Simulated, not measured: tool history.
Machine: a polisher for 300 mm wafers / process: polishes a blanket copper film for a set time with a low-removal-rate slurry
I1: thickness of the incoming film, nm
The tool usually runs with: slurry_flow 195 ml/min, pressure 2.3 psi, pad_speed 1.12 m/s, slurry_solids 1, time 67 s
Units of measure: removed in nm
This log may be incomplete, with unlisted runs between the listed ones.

Run 1, hour 0: usual settings; I1 665.4. Result: removed 152.8 nm.
Run 2, hour 72.9: usual settings; I1 665.9. Result: removed 153.1 nm.
At hour 87.3: worn pad replaced by a new one.
Run 3, hour 131.2: usual settings but slurry_solids 1.1, time 82 s; I1 659.7. Result: removed 191.4 nm.
Run 4, hour 179.2: usual settings but slurry_solids 1.1, time 82 s; I1 650.6. Result: removed 190.3 nm.
At hour 223.4: slurry blender recalibrated.
Run 5, hour 276.6: usual settings; I1 653.1. Result: removed 156.4 nm.
At hour 286.9: slurry nozzle cleaned.
Run 6, hour 382.6: usual settings; I1 648.1. Result: removed 154.6 nm.
Run 7, hour 443.2: usual settings but pressure 2.5 psi; I1 655.2. Result: removed 168.7 nm.
At hour 487.5: worn pad replaced by a new one.
At hour 508.3: head pressure recalibrated.
Run 8, hour 567.5: usual settings but pressure 2.5 psi; I1 664.3. Result: removed 166.3 nm.
At hour 594.8: slurry blender recalibrated.
Run 9, hour 627.4: usual settings but pressure 2.5 psi; I1 665.8. Result: removed 168.6 nm.
Run 10, hour 732.9: usual settings; I1 656.9. Result: removed 155 nm.
Run 11, hour 812.7: usual settings; I1 664.2. Result: removed 153.8 nm.
At hour 870.9: worn pad replaced by a new one, of another model than before.
Run 12, hour 892.1: usual settings; I1 671.6. Result: removed 153.9 nm.
Run 13, hour 945.2: usual settings; I1 653.6. Result: removed 151 nm.
At hour 957.4: slurry nozzle cleaned.
Run 14, hour 996.7: usual settings; I1 657.7. Result: removed 151.3 nm.
At hour 1013.8: slurry blender recalibrated.
Run 15, hour 1034: usual settings but pressure 2.5 psi; I1 662.7. Result: removed 166 nm.
Run 16, hour 1087: usual settings but slurry_flow 140 ml/min, pad_speed 1.24 m/s, slurry_solids 0.85, time 50 s; I1 654.6. Result: removed 108.6 nm.
Run 17, hour 1192.9: usual settings; I1 655.2. Result: removed 153.9 nm.
At hour 1270.5: worn pad replaced by a new one.
Run 18, hour 1292.9: usual settings but pad_speed 0.86 m/s, slurry_solids 1.15, time 49 s; I1 666.5. Result: removed 98.9 nm.
Run 19, hour 1388.7: usual settings; I1 668.4. Result: removed 152.5 nm.
At hour 1397: slurry blender recalibrated.
Run 20, hour 1468.6: usual settings but slurry_flow 145 ml/min, time 46 s; I1 661.2. Result: removed 98.4 nm.
At hour 1519: head pressure recalibrated.
Run 21, hour 1522.9: usual settings but pad_speed 1.44 m/s; I1 668.8. Result: removed 185.6 nm.
Run 22, hour 1561.5: usual settings but slurry_flow 225 ml/min; I1 674.2. Result: removed 158.6 nm.
Run 23, hour 1639.2: usual settings but slurry_flow 130 ml/min, slurry_solids 0.8, time 61 s; I1 662.8. Result: removed 117.5 nm.
At hour 1717.5: worn pad replaced by a new one.
At hour 1779.5: slurry blender recalibrated.
At hour 1808.9: slurry nozzle cleaned.
Run 24, hour 1837.6: usual settings but slurry_flow 245 ml/min, pressure 1.6 psi, pad_speed 0.8 m/s, slurry_solids 1.2; I1 670. Result: removed 111.6 nm.
Run 25, hour 1914.6: usual settings but slurry_flow 165 ml/min, pressure 2.9 psi, pad_speed 1.5 m/s, slurry_solids 1.1; I1 653.4. Result: removed 217.1 nm.
Run 26, hour 1973.8: usual settings; I1 661.7. Result: removed 154.9 nm.
Run 27, hour 2034: usual settings; I1 660.3. Result: removed 151.3 nm.
Run 28, hour 2084.2: usual settings but pressure 1.6 psi, slurry_solids 0.9; I1 662.5. Result: removed 118.3 nm.
Run 29, hour 2181.7: usual settings but pad_speed 0.96 m/s, time 79 s; I1 663.2. Result: removed 162.3 nm.

The logged runs with the hidden state left out (each run's random variation unchanged):
What the log doesn't record here: removal rate lost through wear of the pad, %; slurry flow missing at the pad, %; deviation of the head's pressure from its setpoint, %; abrasive missing from the slurry, %.
run  removed
  1    155.3
  2    156.5
  3    196.6
  4    196.3
  5    157.2
  6    156.6
  7    171.7
  8    170.9
  9      170
 10    157.5
 11    157.2
 12    158.3
 13    155.9
 14    156.9
 15    166.5
 16    109.4
 17    156.2
 18    101.2
 19    157.2
 20     99.1
 21    187.7
 22    160.8
 23    119.7
 24    112.8
 25    220.6
 26    158.1
 27    155.1
 28    121.7
 29    168.4
